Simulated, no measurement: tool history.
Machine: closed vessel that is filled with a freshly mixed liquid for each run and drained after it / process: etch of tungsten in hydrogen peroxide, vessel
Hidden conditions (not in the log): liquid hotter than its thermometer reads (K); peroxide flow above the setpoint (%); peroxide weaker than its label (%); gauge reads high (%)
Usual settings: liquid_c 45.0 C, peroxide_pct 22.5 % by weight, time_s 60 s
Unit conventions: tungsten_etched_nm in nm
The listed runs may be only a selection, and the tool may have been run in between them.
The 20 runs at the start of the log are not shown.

run   hour  liquid_c  peroxide_pct  time_s  wafers since the last listed run  hours since the thermometer was replaced  hours since the peroxide flow meter was replaced  hours since the drum of peroxide was connected  hours since the gauge calibration  read-back film thickness of the tungsten reference wafer, read on the same gauge (nm)  tungsten_etched_nm
 21  618.4      37.0          22.5      60                              8415                                     370.1                                             226.6                                           214.2                              172.5                                                                                  49.98               54.20
 22  633.0      50.5          17.5      60                              1307                                     384.7                                             241.2                                           228.8                              187.1                                                                                  50.04              112.86
 23  655.1      45.0          20.0      50                              1978                                     406.8                                             263.3                                           250.9                              209.2                                                                                  49.99               70.88
 24  688.4      49.0          25.5      40                              2981                                     440.1                                             296.6                                           284.2                              242.5                                                                                  49.99               82.33
 25  706.1      45.0          16.5      30                              1584                                     457.8                                             314.3                                           301.9                              260.2                                                                                  50.00               38.90
 26  722.0      41.5          20.5      75                              1423                                     473.7                                             330.2                                           317.8                              276.1                                                                                  50.03               86.36
 27  755.5      51.0          26.5      60                              2999                                     507.2                                             363.7                                           351.3                              309.6                                                                                  49.98              142.39
 28  785.6      38.5          22.5      75                              2694                                     537.3                                             393.8                                           381.4                              339.7                                                                                  49.99               74.41
 29  811.4      36.0          17.0      60                              2309                                     563.1                                             419.6                                           407.2                              365.5                                                                                  50.00               43.58
 30  841.1      45.0          22.5      85                              2659                                     592.8                                             449.3                                           436.9                              395.2                                                                                  49.96              128.66

Each row is a separate what-if for the run after 30, all from the same tool condition, not one after another. Results?
  A  841.8      45.0          22.5      60                                62                                     593.5                                             450.0                                           437.6                              395.9                                                                                      ?                   ?
  B  841.8      37.0          17.5      85                                62                                     593.5                                             450.0                                           437.6                              395.9                                                                                      ?                   ?
  C  841.8      52.0          19.0      40                                62                                     593.5                                             450.0                                           437.6                              395.9                                                                                      ?                   ?
  D  841.8      36.0          17.0      80                                62                                     593.5                                             450.0                                           437.6                              395.9                                                                                      ?                   ?

run  read-back film thickness of the tungsten reference wafer, read on the same gauge (nm)  tungsten_etched_nm
  A                                                                                  49.99               90.25
  B                                                                                  49.99               67.21
  C                                                                                  49.99               85.16
  D                                                                                  49.99               58.33
What these runs would have given with no unlogged condition in the tool:
run  tungsten_etched_nm
  A               91.94
  B               68.47
  C               86.75
  D               59.42
